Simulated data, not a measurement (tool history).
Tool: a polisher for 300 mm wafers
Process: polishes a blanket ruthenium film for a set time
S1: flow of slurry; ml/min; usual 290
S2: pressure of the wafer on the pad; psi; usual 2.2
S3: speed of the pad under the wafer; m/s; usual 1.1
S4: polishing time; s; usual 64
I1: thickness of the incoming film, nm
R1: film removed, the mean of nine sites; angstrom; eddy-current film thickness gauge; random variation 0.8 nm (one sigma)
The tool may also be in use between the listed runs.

run   hour   S1   S2    S3  S4     I1    R1
  1      0  290  2.2   1.1  64  246.7   711
  2   21.3  290  2.2   1.1  64  247.7   687
  3   53.8  290  2.2   1.1  64  252.9   700
  4   74.9  290  2.2   1.1  64  252.5   695
  5  172.1  290  2.2   1.1  64  249.9   687
  6  193.1  290  2.2   1.1  64    250   690
  7  216.9  290  2.2   1.1  64  250.4   671
     229.6  -- worn pad replaced by a new one
  8    242  290  2.2  0.98  64  252.1   612
  9  304.8  230  2.2   1.1  64  249.4   640
     337.7  -- slurry nozzle cleaned
 10  338.2  230  2.2   1.1  64  247.3   680
 11  368.7  230  2.2   1.1  64  246.4   685
 12  392.3  290  2.2   1.1  64  253.5   688
 13  409.9  290  2.2   1.1  64  247.1   706
 14  427.5  290  2.2   1.1  64  250.3   707
     441.2  -- head pressure recalibrated
     453.3  -- worn pad replaced by a new one
 15  461.8  290  2.2   1.1  64  250.6   686
 16    495  265  2.2  1.32  82  251.1  1072
 17  531.6  360  1.9   1.1  64  249.7   645
 18  552.5  290  2.2   1.1  64  249.9   703
 19    585  355  1.6   1.3  48  251.6   523
 20  607.4  290  2.2   1.1  64  250.8   683
 21  642.4  290  2.6   1.1  45  248.5   539
 22    655  290  2.2   1.1  64  247.6   684
     674.9  -- worn pad replaced by a new one
 23  683.8  290  2.2   1.2  64  249.1   749
 24  702.8  340  2.2  1.48  64  250.5   923
 25  738.1  235  2.5  1.22  83  245.4  1030
 26  763.5  255  2.7  0.92  64  253.5   648
 27  780.4  290  2.2  0.78  64  251.6   486
 28  807.7  365  2.2  1.48  64  250.1   925

The tool's hidden state at each run:
removal rate lost through wear of the pad, %: 0 in every run
deviation of the head's pressure from its setpoint, %: 0 in every run
H1: slurry flow missing at the pad, %
run     H1
  1   9.38
  2   10.7
  3   12.8
  4   14.4
  5   23.2
  6   25.5
  7   28.2
  8   31.2
  9   39.5
 10  0.896
 11   1.03
 12   1.31
 13   1.61
 14   2.01
 15   3.02
 16   4.31
 17   6.08
 18   7.26
 19   9.33
 20   10.9
 21   13.7
 22   14.8
 23   17.4
 24   19.3
 25     23
 26   25.9
 27   27.9
 28   31.4
